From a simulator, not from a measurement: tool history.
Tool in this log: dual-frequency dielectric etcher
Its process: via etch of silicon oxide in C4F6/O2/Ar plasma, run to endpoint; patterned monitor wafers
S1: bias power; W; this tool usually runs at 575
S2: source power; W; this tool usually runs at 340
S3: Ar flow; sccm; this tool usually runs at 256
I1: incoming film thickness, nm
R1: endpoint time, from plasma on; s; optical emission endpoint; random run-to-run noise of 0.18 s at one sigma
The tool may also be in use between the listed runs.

| run | hour | S1 | S2 | S3 | I1 | R1 |
|---|---|---|---|---|---|---|
| 1 | 0.0 | 575 | 340 | 256 | 155.8 | 31.6 |
| 2 | 14.5 | 575 | 340 | 256 | 156.0 | 31.9 |
|  | 32.7 | source power generator calibrated |
| 3 | 33.2 | 575 | 340 | 256 | 154.7 | 31.7 |
| 4 | 35.3 | 575 | 340 | 256 | 156.6 | 32.0 |
| 5 | 43.9 | 523 | 300 | 256 | 154.8 | 35.4 |
| 6 | 51.4 | 702 | 340 | 209 | 156.1 | 27.9 |
|  | 69.0 | Ar flow controller replaced |
|  | 77.8 | upper electrode replaced |
| 7 | 78.3 | 691 | 420 | 211 | 155.8 | 26.1 |
| 8 | 78.6 | 498 | 410 | 312 | 155.5 | 32.7 |
| 9 | 90.1 | 634 | 290 | 256 | 156.7 | 32.9 |
| 10 | 107.0 | 711 | 380 | 217 | 153.7 | 26.6 |
| 11 | 116.7 | 575 | 340 | 256 | 156.8 | 32.5 |
| 12 | 129.6 | 705 | 340 | 256 | 156.3 | 29.2 |
| 13 | 138.3 | 637 | 260 | 203 | 154.6 | 33.0 |
| 14 | 150.7 | 575 | 320 | 256 | 155.7 | 33.7 |
| 15 | 167.4 | 482 | 340 | 256 | 154.8 | 35.8 |
| 16 | 176.8 | 641 | 340 | 256 | 155.7 | 31.0 |
| 17 | 183.5 | 575 | 340 | 282 | 154.1 | 32.8 |
| 18 | 192.1 | 575 | 340 | 256 | 156.9 | 33.0 |
| 19 | 202.5 | 575 | 340 | 256 | 155.7 | 32.9 |
| 20 | 215.9 | 505 | 270 | 305 | 156.3 | 40.8 |
| 21 | 229.3 | 575 | 310 | 256 | 155.4 | 33.9 |
| 22 | 235.8 | 575 | 340 | 256 | 156.4 | 33.2 |
| 23 | 246.8 | 575 | 340 | 289 | 157.0 | 33.9 |
| 24 | 258.8 | 575 | 340 | 256 | 155.4 | 33.1 |
| 25 | 266.0 | 631 | 340 | 256 | 154.1 | 30.9 |
| 26 | 279.8 | 575 | 360 | 240 | 155.2 | 31.9 |
| 27 | 286.7 | 575 | 340 | 256 | 158.4 | 33.8 |
|  | 330.8 | wet clean of the chamber |
| 28 | 331.3 | 658 | 390 | 289 | 156.0 | 27.9 |

5 ways to go on from here, each from the tool as it stands after run 28. What would each give?
| A | 331.7 | 575 | 340 | 256 | 153.9 | ? |
| B | 331.7 | 575 | 340 | 292 | 153.9 | ? |
| C | 331.7 | 517 | 360 | 232 | 153.9 | ? |
| D | 331.7 | 575 | 390 | 256 | 153.9 | ? |
| E | 331.7 | 647 | 340 | 196 | 153.9 | ? |

| run | R1 |
|---|---|
| A | 31.1 |
| B | 31.6 |
| C | 31.9 |
| D | 29.3 |
| E | 28.1 |
Had the tool no hidden state, the same runs would have come out as:
| run | R1 |
|---|---|
| A | 30.8 |
| B | 31.3 |
| C | 31.6 |
| D | 29.0 |
| E | 27.8 |

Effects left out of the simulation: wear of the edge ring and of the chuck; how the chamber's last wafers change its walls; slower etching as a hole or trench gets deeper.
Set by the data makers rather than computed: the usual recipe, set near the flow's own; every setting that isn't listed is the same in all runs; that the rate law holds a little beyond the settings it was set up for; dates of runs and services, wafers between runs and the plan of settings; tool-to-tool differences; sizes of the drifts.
